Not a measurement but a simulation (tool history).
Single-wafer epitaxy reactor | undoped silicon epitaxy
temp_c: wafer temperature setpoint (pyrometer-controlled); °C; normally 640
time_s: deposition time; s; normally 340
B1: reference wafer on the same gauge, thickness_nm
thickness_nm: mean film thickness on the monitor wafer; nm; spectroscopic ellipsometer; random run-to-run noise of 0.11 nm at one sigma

{"run": 1, "hour": 0.0, "temp_c": 632, "time_s": 340, "B1": 44.963, "thickness_nm": 37.431}
{"run": 2, "hour": 51.0, "temp_c": 632, "time_s": 340, "B1": 45.056, "thickness_nm": 37.424}
{"run": 3, "hour": 76.3, "temp_c": 632, "time_s": 340, "B1": 45.045, "thickness_nm": 37.372}
{"run": 4, "hour": 108.4, "temp_c": 635, "time_s": 298, "B1": 44.997, "thickness_nm": 35.226}
{"run": 5, "hour": 168.1, "temp_c": 635, "time_s": 298, "B1": 45.0, "thickness_nm": 35.163}
{"run": 6, "hour": 264.8, "temp_c": 640, "time_s": 340, "B1": 45.009, "thickness_nm": 44.929}
{"run": 7, "hour": 317.7, "temp_c": 640, "time_s": 340, "B1": 45.024, "thickness_nm": 44.439}
{"run": 8, "hour": 343.9, "temp_c": 640, "time_s": 340, "B1": 45.01, "thickness_nm": 44.795}
{"run": 9, "hour": 400.1, "temp_c": 640, "time_s": 340, "B1": 44.997, "thickness_nm": 44.742}
{"run": 10, "hour": 427.0, "temp_c": 640, "time_s": 340, "B1": 44.974, "thickness_nm": 44.773}
{"run": 11, "hour": 497.7, "temp_c": 647, "time_s": 371, "B1": 44.997, "thickness_nm": 56.809}
{"run": 12, "hour": 568.1, "temp_c": 647, "time_s": 371, "B1": 45.004, "thickness_nm": 56.869}
{"run": 13, "hour": 633.0, "temp_c": 647, "time_s": 371, "B1": 44.971, "thickness_nm": 56.571}
{"run": 14, "hour": 700.4, "temp_c": 640, "time_s": 340, "B1": 45.038, "thickness_nm": 44.456}
{"run": 15, "hour": 742.9, "temp_c": 647, "time_s": 369, "B1": 45.023, "thickness_nm": 56.402}
{"run": 16, "hour": 793.8, "temp_c": 654, "time_s": 340, "B1": 44.991, "thickness_nm": 60.591}
{"run": 17, "hour": 860.9, "temp_c": 650, "time_s": 365, "B1": 45.008, "thickness_nm": 59.465}
{"run": 18, "hour": 894.7, "temp_c": 635, "time_s": 298, "B1": 44.974, "thickness_nm": 35.113}
{"run": 19, "hour": 928.5, "temp_c": 645, "time_s": 407, "B1": 44.986, "thickness_nm": 59.53}
{"run": 20, "hour": 981.6, "temp_c": 651, "time_s": 275, "B1": 45.018, "thickness_nm": 45.945}
{"run": 21, "hour": 1010.5, "temp_c": 636, "time_s": 296, "B1": 44.997, "thickness_nm": 35.655}
{"run": 22, "hour": 1070.1, "temp_c": 631, "time_s": 406, "B1": 44.965, "thickness_nm": 43.68}
{"run": 23, "hour": 1098.0, "temp_c": 627, "time_s": 316, "B1": 44.973, "thickness_nm": 31.076}
{"hour": 1110.0, "done": "gauge calibrated"}
{"run": 24, "hour": 1149.1, "temp_c": 640, "time_s": 340, "B1": 44.969, "thickness_nm": 44.779}
{"hour": 1240.2, "done": "pyrometer calibrated"}
{"run": 25, "hour": 1246.3, "temp_c": 646, "time_s": 383, "B1": 44.986, "thickness_nm": 56.461}
{"run": 26, "hour": 1454.1, "temp_c": 640, "time_s": 340, "B1": 44.997, "thickness_nm": 43.912}
{"run": 27, "hour": 1493.4, "temp_c": 630, "time_s": 303, "B1": 44.944, "thickness_nm": 31.646}
{"run": 28, "hour": 1613.6, "temp_c": 640, "time_s": 340, "B1": 45.001, "thickness_nm": 44.081}
{"run": 29, "hour": 1649.9, "temp_c": 640, "time_s": 340, "B1": 44.98, "thickness_nm": 44.374}

A few steps of thickness_nm between consecutive runs. Split each: what settings, incoming material and random variation would produce without the hidden state, and what is left over for the hidden state, along with gauge scatter present in only one of the two compared results (measured, and without hidden state):
Hidden state at play: wafer temperature above the value expected at the setpoint (K); gauge reads high (%).
Run 17 -> 18: temp_c 650 -> 635, time_s 365 -> 298. thickness_nm -24.352 nm: hidden state -0.489, all else -23.863.
Run 18 -> 19: temp_c 635 -> 645, time_s 298 -> 407. thickness_nm +24.417 nm: hidden state +0.510, all else +23.907.
Run 24 -> 25: temp_c 640 -> 646, time_s 340 -> 383, pyrometer calibrated. thickness_nm +11.682 nm: hidden state -0.946, all else +12.628.

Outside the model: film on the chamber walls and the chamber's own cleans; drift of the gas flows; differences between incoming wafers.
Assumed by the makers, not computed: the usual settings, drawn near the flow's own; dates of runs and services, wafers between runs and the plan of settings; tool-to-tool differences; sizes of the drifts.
